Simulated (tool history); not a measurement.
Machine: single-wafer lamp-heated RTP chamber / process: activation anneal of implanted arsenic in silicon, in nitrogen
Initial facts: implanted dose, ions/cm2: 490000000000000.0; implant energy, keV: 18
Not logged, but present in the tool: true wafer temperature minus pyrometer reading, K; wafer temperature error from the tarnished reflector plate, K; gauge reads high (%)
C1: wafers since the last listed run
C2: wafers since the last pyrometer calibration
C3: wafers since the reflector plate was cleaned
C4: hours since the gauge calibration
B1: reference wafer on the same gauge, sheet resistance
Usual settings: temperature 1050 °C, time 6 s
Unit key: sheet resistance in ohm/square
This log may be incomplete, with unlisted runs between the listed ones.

{"run": 1, "hour": 0.0, "temperature": 1042, "time": 6, "C1": 0, "C2": 2020, "C3": 5955, "C4": 486.5, "B1": 229.92, "sheet resistance": 217.95}
{"run": 2, "hour": 56.6, "temperature": 1050, "time": 9, "C1": 1045, "C2": 3066, "C3": 7001, "C4": 543.1, "B1": 230.26, "sheet resistance": 214.5}
{"hour": 79.2, "done": "reflector plate cleaned"}
{"run": 3, "hour": 155.6, "temperature": 1050, "time": 9, "C1": 1681, "C2": 4747, "C3": 1410, "C4": 642.1, "B1": 229.96, "sheet resistance": 212.93}
{"run": 4, "hour": 251.5, "temperature": 1070, "time": 3, "C1": 1771, "C2": 6519, "C3": 3182, "C4": 738, "B1": 230.15, "sheet resistance": 217.76}
{"hour": 342.3, "done": "pyrometer window cleaned and pyrometer calibrated"}
{"run": 5, "hour": 343.5, "temperature": 1070, "time": 3, "C1": 1551, "C2": 21, "C3": 4734, "C4": 830, "B1": 229.95, "sheet resistance": 217.78}
{"run": 6, "hour": 395.4, "temperature": 1070, "time": 3, "C1": 958, "C2": 980, "C3": 5693, "C4": 881.9, "B1": 229.86, "sheet resistance": 218.24}
{"run": 7, "hour": 464.4, "temperature": 1050, "time": 3, "C1": 1274, "C2": 2255, "C3": 6968, "C4": 950.9, "B1": 229.91, "sheet resistance": 220.74}
{"hour": 481.2, "done": "reflector plate cleaned"}
{"run": 8, "hour": 535.4, "temperature": 1050, "time": 3, "C1": 1163, "C2": 3419, "C3": 1001, "C4": 1021.9, "B1": 229.75, "sheet resistance": 219.99}
{"run": 9, "hour": 636.3, "temperature": 1034, "time": 3, "C1": 1864, "C2": 5283, "C3": 2865, "C4": 1122.8, "B1": 230.09, "sheet resistance": 221.48}
{"run": 10, "hour": 695.6, "temperature": 1071, "time": 6, "C1": 1095, "C2": 6378, "C3": 3961, "C4": 1182.1, "B1": 229.93, "sheet resistance": 212.06}
{"hour": 728.6, "done": "pyrometer window cleaned and pyrometer calibrated"}
{"run": 11, "hour": 759.7, "temperature": 1071, "time": 6, "C1": 1036, "C2": 574, "C3": 4998, "C4": 1246.2, "B1": 230.06, "sheet resistance": 213.79}
{"run": 12, "hour": 824.7, "temperature": 1050, "time": 6, "C1": 1200, "C2": 1775, "C3": 6199, "C4": 1311.2, "B1": 229.82, "sheet resistance": 216.61}
{"run": 13, "hour": 874.6, "temperature": 1050, "time": 6, "C1": 921, "C2": 2697, "C3": 7121, "C4": 1361.1, "B1": 229.9, "sheet resistance": 215.7}
{"hour": 898.7, "done": "reflector plate cleaned"}
{"run": 14, "hour": 948.5, "temperature": 1022, "time": 4, "C1": 1217, "C2": 3914, "C3": 921, "C4": 1435, "B1": 229.94, "sheet resistance": 220.7}
{"run": 15, "hour": 1038.4, "temperature": 1025, "time": 6, "C1": 1660, "C2": 5575, "C3": 2582, "C4": 1524.9, "B1": 229.97, "sheet resistance": 218.8}
{"run": 16, "hour": 1107.7, "temperature": 1064, "time": 5, "C1": 1280, "C2": 6856, "C3": 3862, "C4": 1594.2, "B1": 230.04, "sheet resistance": 214.16}
{"hour": 1123.9, "done": "pyrometer window cleaned and pyrometer calibrated"}
{"hour": 1287.3, "done": "gauge calibrated"}
{"run": 17, "hour": 1296.7, "temperature": 1079, "time": 3, "C1": 3344, "C2": 3192, "C3": 7206, "C4": 9.4, "B1": 230, "sheet resistance": 216.12}
{"hour": 1345.7, "done": "reflector plate cleaned"}
{"run": 18, "hour": 1385.5, "temperature": 1050, "time": 7, "C1": 1492, "C2": 4685, "C3": 734, "C4": 98.2, "B1": 230, "sheet resistance": 214.72}
{"run": 19, "hour": 1442.1, "temperature": 1030, "time": 5, "C1": 1045, "C2": 5731, "C3": 1780, "C4": 154.8, "B1": 230.04, "sheet resistance": 219.43}
{"hour": 1485.9, "done": "pyrometer window cleaned and pyrometer calibrated"}
{"run": 20, "hour": 1491.3, "temperature": 1050, "time": 3, "C1": 761, "C2": 99, "C3": 2541, "C4": 204, "B1": 229.98, "sheet resistance": 220.16}
{"run": 21, "hour": 1554.5, "temperature": 1038, "time": 6, "C1": 1167, "C2": 1267, "C3": 3709, "C4": 267.2, "B1": 229.89, "sheet resistance": 218.01}
{"run": 22, "hour": 1649.4, "temperature": 1032, "time": 3, "C1": 1753, "C2": 3020, "C3": 5462, "C4": 362.1, "B1": 230.13, "sheet resistance": 221.71}
{"run": 23, "hour": 1705.2, "temperature": 1050, "time": 8, "C1": 1030, "C2": 4051, "C3": 6493, "C4": 417.9, "B1": 230.03, "sheet resistance": 214.12}
{"hour": 1713.9, "done": "reflector plate cleaned"}
{"run": 24, "hour": 1783.8, "temperature": 1029, "time": 3, "C1": 1304, "C2": 5355, "C3": 1292, "C4": 496.5, "B1": 229.99, "sheet resistance": 221.47}
{"hour": 1872.5, "done": "pyrometer window cleaned and pyrometer calibrated"}
{"run": 25, "hour": 1873.0, "temperature": 1050, "time": 6, "C1": 1500, "C2": 8, "C3": 2792, "C4": 585.7, "B1": 230.12, "sheet resistance": 216.89}
{"run": 26, "hour": 1962.7, "temperature": 1071, "time": 6, "C1": 1657, "C2": 1665, "C3": 4449, "C4": 675.4, "B1": 230.1, "sheet resistance": 213.11}
{"run": 27, "hour": 2007.1, "temperature": 1050, "time": 6, "C1": 820, "C2": 2486, "C3": 5270, "C4": 719.8, "B1": 229.8, "sheet resistance": 215.92}

Consider 4 possible next runs. They are alternatives, not a sequence: every one starts from the tool as it was left by run 27. What does each give?
{"run": "A", "hour": 2007.5, "temperature": 1050, "time": 4, "C1": 7, "C2": 2493, "C3": 5277, "C4": 720.2, "B1": "?", "sheet resistance": "?"}
{"run": "B", "hour": 2007.5, "temperature": 1061, "time": 4, "C1": 7, "C2": 2493, "C3": 5277, "C4": 720.2, "B1": "?", "sheet resistance": "?"}
{"run": "C", "hour": 2007.5, "temperature": 1079, "time": 5, "C1": 7, "C2": 2493, "C3": 5277, "C4": 720.2, "B1": "?", "sheet resistance": "?"}
{"run": "D", "hour": 2007.5, "temperature": 1032, "time": 6, "C1": 7, "C2": 2493, "C3": 5277, "C4": 720.2, "B1": "?", "sheet resistance": "?"}

run=A B1=229.92 sheet_resistance=218.83
run=B B1=229.92 sheet_resistance=217.49
run=C B1=229.92 sheet_resistance=213.24
run=D B1=229.92 sheet_resistance=218.54
Stripped of hidden state, with their random variation kept, the same runs would have yielded:
run=A sheet_resistance=219.14
run=B sheet_resistance=217.85
run=C sheet_resistance=213.72
run=D sheet_resistance=218.84

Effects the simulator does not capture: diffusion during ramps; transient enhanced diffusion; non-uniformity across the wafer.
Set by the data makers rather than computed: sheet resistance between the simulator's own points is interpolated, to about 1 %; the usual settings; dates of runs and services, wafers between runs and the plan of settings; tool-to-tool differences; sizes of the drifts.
